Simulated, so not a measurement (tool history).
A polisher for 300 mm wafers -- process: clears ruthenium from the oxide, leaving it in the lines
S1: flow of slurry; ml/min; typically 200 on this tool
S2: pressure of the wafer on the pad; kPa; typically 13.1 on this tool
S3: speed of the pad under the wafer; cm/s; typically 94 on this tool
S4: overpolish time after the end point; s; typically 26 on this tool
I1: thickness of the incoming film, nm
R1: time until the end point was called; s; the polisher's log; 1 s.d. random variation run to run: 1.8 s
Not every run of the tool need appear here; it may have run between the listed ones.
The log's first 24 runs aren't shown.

run 25 day=18.125 | S1=200 S2=13.1 S3=70 S4=41 | I1=106.4 | R1=140
run 26 day=18.758 | S1=200 S2=13.1 S3=94 S4=16 | I1=104.1 | R1=109.3
run 27 day=19.388 | S1=200 S2=14.5 S3=116 S4=26 | I1=104.2 | R1=85.2
run 28 day=19.662 | S1=200 S2=13.1 S3=114 S4=19 | I1=104.7 | R1=92.1
run 29 day=19.996 | S1=265 S2=13.1 S3=118 S4=26 | I1=104.1 | R1=85.2
run 30 day=20.546 | S1=200 S2=10.3 S3=94 S4=31 | I1=103.6 | R1=128.1
run 31 day=21.046 | S1=180 S2=11 S3=118 S4=21 | I1=105.3 | R1=108.8
run 32 day=21.725 | S1=200 S2=13.1 S3=94 S4=26 | I1=105.5 | R1=111.3
run 33 day=22.096 | S1=200 S2=16.5 S3=106 S4=26 | I1=104.5 | R1=82.3
run 34 day=22.596 | S1=200 S2=13.1 S3=94 S4=26 | I1=107.3 | R1=113.4
-- day=23.283 worn pad replaced by a new one
run 35 day=23.304 | S1=200 S2=13.1 S3=84 S4=26 | I1=104.5 | R1=120.8

Below are 3 alternative next runs, each starting from the tool's condition after run 35. Predict each:
run A day=23.325 | S1=175 S2=13.1 S3=94 S4=26 | I1=104.6 | R1=?
run B day=23.325 | S1=130 S2=13.1 S3=124 S4=36 | I1=104.6 | R1=?
run C day=23.325 | S1=250 S2=13.1 S3=94 S4=35 | I1=104.6 | R1=?

run=A R1=112.8
run=B R1=97.7
run=C R1=103.9
Had the tool no hidden state, the same runs would have come out as:
run=A R1=101.2
run=B R1=84.4
run=C R1=96.4
